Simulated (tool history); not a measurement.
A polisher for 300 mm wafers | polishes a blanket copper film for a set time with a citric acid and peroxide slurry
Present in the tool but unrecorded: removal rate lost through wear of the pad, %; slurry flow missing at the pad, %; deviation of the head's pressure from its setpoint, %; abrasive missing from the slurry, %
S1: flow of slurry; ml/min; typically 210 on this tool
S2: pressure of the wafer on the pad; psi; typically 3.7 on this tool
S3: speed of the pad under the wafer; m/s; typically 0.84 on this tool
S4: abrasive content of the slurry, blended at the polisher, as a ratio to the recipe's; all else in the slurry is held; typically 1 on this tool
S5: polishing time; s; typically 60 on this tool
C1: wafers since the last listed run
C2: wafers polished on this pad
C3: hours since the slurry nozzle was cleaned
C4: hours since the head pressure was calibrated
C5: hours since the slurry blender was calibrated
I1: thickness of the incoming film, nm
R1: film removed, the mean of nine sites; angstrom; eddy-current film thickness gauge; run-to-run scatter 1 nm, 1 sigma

| run | hour | S1 | S2 | S3 | S4 | S5 | C1 | C2 | C3 | C4 | C5 | I1 | R1 |
|---|---|---|---|---|---|---|---|---|---|---|---|---|---|
| 1 | 0 | 260 | 3.7 | 0.84 | 1 | 60 | 0 | 1040 | 249.9 | 338.9 | 84.1 | 674.7 | 1625 |
|  | 15.2 | head pressure recalibrated |
| 2 | 18.5 | 260 | 3.7 | 0.84 | 1 | 60 | 161 | 1201 | 268.4 | 3.3 | 102.6 | 690.5 | 1598 |
|  | 54.8 | worn pad replaced by a new one |
| 3 | 55.3 | 260 | 3.7 | 0.84 | 1 | 60 | 320 | 4 | 305.2 | 40.1 | 139.4 | 672.6 | 1674 |
|  | 81.1 | slurry blender recalibrated |
| 4 | 82.7 | 210 | 3.7 | 0.84 | 1 | 60 | 248 | 252 | 332.6 | 67.5 | 1.6 | 679.6 | 1624 |
| 5 | 105.8 | 210 | 3.7 | 0.84 | 1 | 60 | 225 | 478 | 355.7 | 90.6 | 24.7 | 679.1 | 1607 |
| 6 | 120.1 | 210 | 3.7 | 0.84 | 1 | 60 | 139 | 618 | 370 | 104.9 | 39 | 677.8 | 1608 |
| 7 | 140.8 | 210 | 2.7 | 0.66 | 1 | 60 | 202 | 821 | 390.7 | 125.6 | 59.7 | 682.7 | 971 |
| 8 | 159.3 | 210 | 2.7 | 0.66 | 1 | 60 | 180 | 1002 | 409.2 | 144.1 | 78.2 | 671.4 | 971 |
| 9 | 175.7 | 210 | 2.7 | 0.84 | 1 | 60 | 160 | 1162 | 425.6 | 160.5 | 94.6 | 670.4 | 1156 |
|  | 205.4 | worn pad replaced by a new one |
| 10 | 205.9 | 270 | 3.7 | 0.84 | 1 | 60 | 256 | 5 | 455.8 | 190.7 | 124.8 | 685.4 | 1526 |
|  | 245.1 | slurry blender recalibrated |
|  | 258.5 | slurry nozzle cleaned |
|  | 270.6 | worn pad replaced by a new one, repeated, since the last time left the tool worse |
| 11 | 271.1 | 210 | 4.6 | 0.84 | 1 | 41 | 569 | 4 | 12.6 | 255.9 | 26 | 682.7 | 1377 |
| 12 | 298.1 | 210 | 3.7 | 0.98 | 1 | 60 | 264 | 268 | 39.6 | 282.9 | 53 | 675.7 | 1837 |
| 13 | 329.1 | 210 | 3.7 | 0.84 | 1 | 74 | 303 | 572 | 70.6 | 313.9 | 84 | 680.1 | 1994 |
| 14 | 350.3 | 160 | 3.7 | 0.84 | 1 | 60 | 207 | 779 | 91.8 | 335.1 | 105.2 | 674.1 | 1525 |
|  | 381.5 | head pressure recalibrated |
|  | 407.9 | slurry blender recalibrated |
| 15 | 416.3 | 265 | 4.8 | 0.58 | 1 | 71 | 606 | 1385 | 157.8 | 34.8 | 8.4 | 676 | 1810 |
|  | 424.9 | worn pad replaced by a new one |
| 16 | 442.5 | 210 | 4.8 | 0.84 | 1.15 | 54 | 217 | 171 | 184 | 61 | 34.6 | 671.1 | 1987 |
| 17 | 474.2 | 210 | 3.7 | 0.84 | 1 | 60 | 310 | 482 | 215.7 | 92.7 | 66.3 | 667.5 | 1622 |
| 18 | 497.1 | 210 | 3.7 | 0.58 | 1 | 60 | 224 | 706 | 238.6 | 115.6 | 89.2 | 691.8 | 1198 |
| 19 | 517.2 | 210 | 3.7 | 0.84 | 1 | 60 | 196 | 902 | 258.7 | 135.7 | 109.3 | 674.9 | 1590 |

Hidden state, per run?
slurry flow missing at the pad, %: 0 at every run
deviation of the head's pressure from its setpoint, %: 0 at every run
abrasive missing from the slurry, %: 0 at every run
H1: removal rate lost through wear of the pad, %
| run | H1 |
|---|---|
| 1 | 2.6 |
| 2 | 3.56 |
| 3 | 0.254 |
| 4 | 0.425 |
| 5 | 0.828 |
| 6 | 1.2 |
| 7 | 1.89 |
| 8 | 2.67 |
| 9 | 3.48 |
| 10 | 8.24 |
| 11 | 0.442 |
| 12 | 0.609 |
| 13 | 1.2 |
| 14 | 1.85 |
| 15 | 5.14 |
| 16 | 0.51 |
| 17 | 0.979 |
| 18 | 1.59 |
| 19 | 2.33 |
